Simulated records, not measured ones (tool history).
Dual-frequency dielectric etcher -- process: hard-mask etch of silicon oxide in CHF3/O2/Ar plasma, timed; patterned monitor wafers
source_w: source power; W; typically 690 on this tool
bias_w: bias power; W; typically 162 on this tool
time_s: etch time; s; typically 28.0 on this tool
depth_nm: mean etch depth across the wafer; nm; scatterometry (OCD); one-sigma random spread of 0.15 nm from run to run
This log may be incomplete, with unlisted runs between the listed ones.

| run | day | source_w | bias_w | time_s | read-back reference wafer on the same gauge, depth_nm | depth_nm |
|---|---|---|---|---|---|---|
| 1 | 0.000 | 690 | 162 | 28.0 | 62.9 | 59.3 |
| 2 | 2.221 | 690 | 162 | 28.0 | 63.0 | 59.7 |
| 3 | 4.412 | 690 | 162 | 28.0 | 63.1 | 59.6 |
| 4 | 6.571 | 690 | 162 | 28.0 | 63.2 | 59.7 |
| 5 | 7.846 | 690 | 162 | 28.0 | 63.3 | 59.8 |
|  | 9.171 | wet clean of the chamber |
| 6 | 10.088 | 690 | 162 | 28.0 | 63.4 | 59.8 |
| 7 | 11.950 | 690 | 162 | 28.0 | 63.5 | 60.0 |
| 8 | 13.283 | 740 | 162 | 28.0 | 63.5 | 61.0 |
| 9 | 14.804 | 800 | 192 | 28.0 | 63.6 | 65.8 |
| 10 | 17.462 | 800 | 192 | 28.0 | 63.8 | 65.9 |
| 11 | 18.958 | 570 | 162 | 28.0 | 63.9 | 58.2 |
|  | 19.767 | bias power generator calibrated |
| 12 | 20.350 | 570 | 162 | 28.0 | 64.0 | 58.0 |
|  | 21.754 | gauge calibrated |
| 13 | 22.108 | 690 | 162 | 28.0 | 62.1 | 58.8 |
|  | 24.742 | wet clean of the chamber |
| 14 | 26.929 | 690 | 162 | 28.0 | 62.1 | 58.8 |
|  | 31.117 | upper electrode replaced |
| 15 | 32.925 | 540 | 133 | 23.5 | 62.2 | 43.9 |
| 16 | 34.558 | 750 | 138 | 35.0 | 62.2 | 71.3 |
| 17 | 36.454 | 640 | 141 | 35.0 | 62.2 | 68.8 |
| 18 | 39.246 | 690 | 191 | 28.0 | 62.3 | 62.0 |
|  | 40.262 | wet clean of the chamber |
| 19 | 40.292 | 770 | 162 | 28.0 | 62.3 | 60.1 |
| 20 | 42.417 | 690 | 162 | 28.0 | 62.4 | 58.9 |
| 21 | 44.042 | 760 | 175 | 28.0 | 62.4 | 61.8 |
|  | 45.983 | source power generator calibrated |
| 22 | 52.542 | 630 | 151 | 23.5 | 62.7 | 47.7 |
| 23 | 54.346 | 690 | 162 | 28.0 | 62.7 | 59.6 |
| 24 | 55.608 | 840 | 193 | 28.0 | 62.8 | 65.7 |
| 25 | 57.833 | 690 | 187 | 28.0 | 62.9 | 62.4 |
|  | 59.533 | wet clean of the chamber |
| 26 | 59.833 | 850 | 145 | 31.0 | 63.0 | 66.6 |
| 27 | 61.546 | 690 | 162 | 28.0 | 63.1 | 59.4 |
| 28 | 63.554 | 690 | 202 | 32.0 | 63.2 | 73.3 |

Below, each run's measurement less what the same run would have read without the hidden state. Both values contain the same run-to-run variation, but the gauge's scatter may not be the same in both:
The tool's hidden condition here consists of: etch rate over this chamber's usual, %; source power that arrives over what is set, %; bias power that arrives over what is set, %; gauge reads high (%).
| run | depth_nm |
|---|---|
| 1 | +0.6 |
| 2 | +0.7 |
| 3 | +0.8 |
| 4 | +0.8 |
| 5 | +0.9 |
| 6 | +1.0 |
| 7 | +1.1 |
| 8 | +1.2 |
| 9 | +1.3 |
| 10 | +1.5 |
| 11 | +1.5 |
| 12 | +1.5 |
| 13 | -0.2 |
| 14 | -0.1 |
| 15 | -0.1 |
| 16 | -0.1 |
| 17 | -0.1 |
| 18 | +0.0 |
| 19 | +0.1 |
| 20 | +0.1 |
| 21 | +0.1 |
| 22 | +0.3 |
| 23 | +0.4 |
| 24 | +0.6 |
| 25 | +0.6 |
| 26 | +0.8 |
| 27 | +0.7 |
| 28 | +1.1 |

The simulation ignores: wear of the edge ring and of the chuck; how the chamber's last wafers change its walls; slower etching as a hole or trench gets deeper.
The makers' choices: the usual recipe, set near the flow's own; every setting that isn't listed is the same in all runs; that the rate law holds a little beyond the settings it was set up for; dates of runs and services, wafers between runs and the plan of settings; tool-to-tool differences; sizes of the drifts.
